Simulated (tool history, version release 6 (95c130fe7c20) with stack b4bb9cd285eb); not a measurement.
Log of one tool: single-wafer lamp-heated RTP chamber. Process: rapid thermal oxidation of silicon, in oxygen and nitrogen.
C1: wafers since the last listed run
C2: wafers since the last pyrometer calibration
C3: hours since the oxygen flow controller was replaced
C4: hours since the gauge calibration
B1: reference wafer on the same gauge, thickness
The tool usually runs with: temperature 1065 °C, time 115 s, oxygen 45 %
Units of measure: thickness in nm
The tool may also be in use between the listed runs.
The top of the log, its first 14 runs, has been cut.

At day 32.471: pyrometer window cleaned and pyrometer calibrated.
Run 15, day 33.762: usual settings but time 88 s; C1 484; C2 233; C3 2606.4; C4 708.4; B1 9.27. Result: thickness 8.111 nm.
Run 16, day 36.604: usual settings but time 88 s; C1 513; C2 747; C3 2674.6; C4 776.6; B1 9.294. Result: thickness 8.098 nm.
Run 17, day 39.454: usual settings but time 88 s; C1 515; C2 1263; C3 2743; C4 845; B1 9.27. Result: thickness 8.165 nm.
Run 18, day 43.15: usual settings; C1 668; C2 1931; C3 2831.7; C4 933.7; B1 9.284. Result: thickness 9.115 nm.
Run 19, day 44.771: usual settings but temperature 1042 °C, time 100 s, oxygen 29 %; C1 293; C2 2224; C3 2870.6; C4 972.6; B1 9.291. Result: thickness 6.38 nm.
Run 20, day 47.379: usual settings but temperature 1083 °C, time 132 s, oxygen 53 %; C1 471; C2 2696; C3 2933.2; C4 1035.2; B1 9.278. Result: thickness 11.868 nm.
At day 57.088: pyrometer window cleaned and pyrometer calibrated.
Run 21, day 58.783: usual settings; C1 2002; C2 306; C3 3206.9; C4 1308.9; B1 9.269. Result: thickness 9.272 nm.
At day 60.5: oxygen flow controller replaced.
Run 22, day 62.646: usual settings but oxygen 72 %; C1 638; C2 945; C3 51.5; C4 1401.6; B1 9.276. Result: thickness 10.898 nm.
Run 23, day 67.646: usual settings but temperature 1091 °C, time 130 s, oxygen 31 %; C1 904; C2 1849; C3 171.5; C4 1521.6; B1 9.284. Result: thickness 10.062 nm.
Run 24, day 69.425: usual settings but temperature 1050 °C, oxygen 22 %; C1 321; C2 2171; C3 214.2; C4 1564.3; B1 9.277. Result: thickness 6.499 nm.
Run 25, day 73.358: usual settings but temperature 1038 °C; C1 711; C2 2882; C3 308.6; C4 1658.7; B1 9.273. Result: thickness 7.755 nm.
Run 26, day 77.608: usual settings but temperature 1074 °C, time 154 s, oxygen 20 %; C1 768; C2 3651; C3 410.6; C4 1760.7; B1 9.273. Result: thickness 8.434 nm.
Run 27, day 79.975: usual settings but temperature 1055 °C, time 59 s, oxygen 34 %; C1 428; C2 4079; C3 467.4; C4 1817.5; B1 9.266. Result: thickness 5.774 nm.
Run 28, day 83.062: usual settings but temperature 1048 °C, time 89 s, oxygen 18 %; C1 558; C2 4637; C3 541.5; C4 1891.6; B1 9.274. Result: thickness 5.296 nm.
At day 86.025: pyrometer window cleaned and pyrometer calibrated.
Run 29, day 86.179: usual settings; C1 503; C2 28; C3 616.3; C4 1966.4; B1 9.261. Result: thickness 9.284 nm.
Run 30, day 89.238: usual settings; C1 553; C2 581; C3 689.7; C4 2039.8; B1 9.287. Result: thickness 9.2 nm.
Run 31, day 90.762: usual settings but temperature 1056 °C, time 168 s, oxygen 29 %; C1 275; C2 857; C3 726.3; C4 2076.4; B1 9.294. Result: thickness 8.891 nm.
At day 91.879: gauge calibrated.
Run 32, day 102.608: usual settings but oxygen 21 %; C1 2142; C2 2999; C3 1010.6; C4 257.5; B1 9.272. Result: thickness 7.063 nm.
Run 33, day 105.425: usual settings; C1 509; C2 3509; C3 1078.2; C4 325.1; B1 9.271. Result: thickness 9.271 nm.
Run 34, day 109.692: usual settings; C1 771; C2 4280; C3 1180.6; C4 427.5; B1 9.298. Result: thickness 9.207 nm.
Run 35, day 112.504: usual settings but temperature 1074 °C, time 101 s, oxygen 70 %; C1 508; C2 4789; C3 1248.1; C4 495; B1 9.275. Result: thickness 10.739 nm.
At day 114.325: pyrometer window cleaned and pyrometer calibrated.
Run 36, day 115.525: usual settings but temperature 1041 °C, time 59 s, oxygen 24 %; C1 486; C2 216; C3 1320.6; C4 567.5; B1 9.29. Result: thickness 4.729 nm.
Run 37, day 119.425: usual settings but temperature 1049 °C, time 98 s, oxygen 63 %; C1 705; C2 922; C3 1414.2; C4 661.1; B1 9.285. Result: thickness 8.594 nm.
Run 38, day 123.271: usual settings but temperature 1042 °C; C1 695; C2 1617; C3 1506.5; C4 753.4; B1 9.283. Result: thickness 7.874 nm.

What if the next run were any one of these 3? Each begins from the tool's condition after run 38:
Run A, day 123.292: usual settings but time 143 s; C1 3; C2 1621; C3 1507; C4 753.9; B1 ?. Result: thickness ?.
Run B, day 123.292: usual settings but temperature 1039 °C; C1 3; C2 1621; C3 1507; C4 753.9; B1 ?. Result: thickness ?.
Run C, day 123.292: usual settings but temperature 1042 °C, time 82 s; C1 3; C2 1621; C3 1507; C4 753.9; B1 ?. Result: thickness ?.

run     B1  thickness
  A  9.283     10.187
  B  9.283       7.72
  C  9.283       6.77
Take away the tool's hidden state, keep each run's random variation, and the runs would have read:
run  thickness
  A     10.187
  B       7.72
  C       6.77
